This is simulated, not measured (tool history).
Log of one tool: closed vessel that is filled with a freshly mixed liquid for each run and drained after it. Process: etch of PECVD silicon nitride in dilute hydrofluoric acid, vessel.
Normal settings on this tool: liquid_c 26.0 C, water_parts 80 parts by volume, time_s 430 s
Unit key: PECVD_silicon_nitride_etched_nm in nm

run	hour	liquid_c	water_parts	time_s	wafers since the last listed run	hours since the thermometer was replaced	hours since the hydrofluoric acid flow meter was replaced	hours since the gauge calibration	read-back film thickness of the PECVD silicon nitride reference wafer, read on the same gauge (nm)	PECVD_silicon_nitride_etched_nm
1	0.0	26.0	80	430	0	1333.6	673.6	410.4	70.00	8.68
2	21.7	26.0	80	430	1499	1355.3	695.3	432.1	70.02	8.95
3	40.7	26.0	80	430	1312	1374.3	714.3	451.1	70.00	8.96
4	58.5	26.0	80	585	1229	1392.1	732.1	468.9	69.99	11.95
5	92.5	29.5	80	430	2348	1426.1	766.1	502.9	69.98	11.11
6	124.2	26.0	50	430	2189	1457.8	797.8	534.6	70.03	13.89
7	136.6	26.0	50	430	856	1470.2	810.2	547.0	69.99	13.94
8	171.3	26.0	80	430	2397	1504.9	844.9	581.7	70.01	8.76
9	188.3	26.0	80	430	1174	1521.9	861.9	598.7	70.04	8.78
# hour 194.9: gauge calibrated
10	203.2	26.0	80	430	1029	1536.8	876.8	8.3	69.98	8.63
11	223.5	26.0	105	430	1402	1557.1	897.1	28.6	70.02	6.67
12	257.8	26.0	105	430	2369	1591.4	931.4	62.9	70.01	6.68
13	281.2	26.0	105	430	1616	1614.8	954.8	86.3	70.00	6.63
14	299.6	26.0	80	430	1271	1633.2	973.2	104.7	70.00	8.70
15	328.5	26.0	80	430	1996	1662.1	1002.1	133.6	70.03	8.73
# hour 344.3: thermometer replaced
16	348.8	26.0	60	170	1333	4.5	1022.4	153.9	70.00	5.31
17	361.9	26.0	55	430	904	17.6	1035.5	167.0	69.98	14.49
18	385.1	29.5	50	515	1602	40.8	1058.7	190.2	70.01	24.22
19	408.9	26.0	80	430	1644	64.6	1082.5	214.0	70.01	10.08
20	437.2	23.5	110	535	1954	92.9	1110.8	242.3	70.01	7.74
21	457.1	26.0	120	530	1374	112.8	1130.7	262.2	70.02	8.26
22	478.9	26.0	80	640	1505	134.6	1152.5	284.0	70.01	14.78
# hour 493.3: hydrofluoric acid flow meter replaced
23	507.3	23.5	80	430	1892	163.0	14.0	312.4	69.97	8.38
24	530.1	22.5	100	510	1574	185.8	36.8	335.2	70.01	7.64
25	562.2	26.0	55	520	2217	217.9	68.9	367.3	70.01	17.30
26	587.6	24.5	115	430	1754	243.3	94.3	392.7	70.00	6.22
27	607.6	29.5	45	205	1381	263.3	114.3	412.7	70.01	10.52
28	627.9	26.0	80	430	1402	283.6	134.6	433.0	69.99	9.98

Branching from run 28: 3 alternative next runs. What would each branch give?
A	628.7	26.0	80	560	55	284.4	135.4	433.8	?	?
B	628.7	29.5	80	625	55	284.4	135.4	433.8	?	?
C	628.7	29.0	120	530	55	284.4	135.4	433.8	?	?

run	read-back film thickness of the PECVD silicon nitride reference wafer, read on the same gauge (nm)	PECVD_silicon_nitride_etched_nm
A	70.01	12.78
B	70.01	17.90
C	70.01	9.80
With the hidden condition removed and each run's random variation left untouched, the same runs would have given:
run	PECVD_silicon_nitride_etched_nm
A	13.31
B	18.62
C	10.19

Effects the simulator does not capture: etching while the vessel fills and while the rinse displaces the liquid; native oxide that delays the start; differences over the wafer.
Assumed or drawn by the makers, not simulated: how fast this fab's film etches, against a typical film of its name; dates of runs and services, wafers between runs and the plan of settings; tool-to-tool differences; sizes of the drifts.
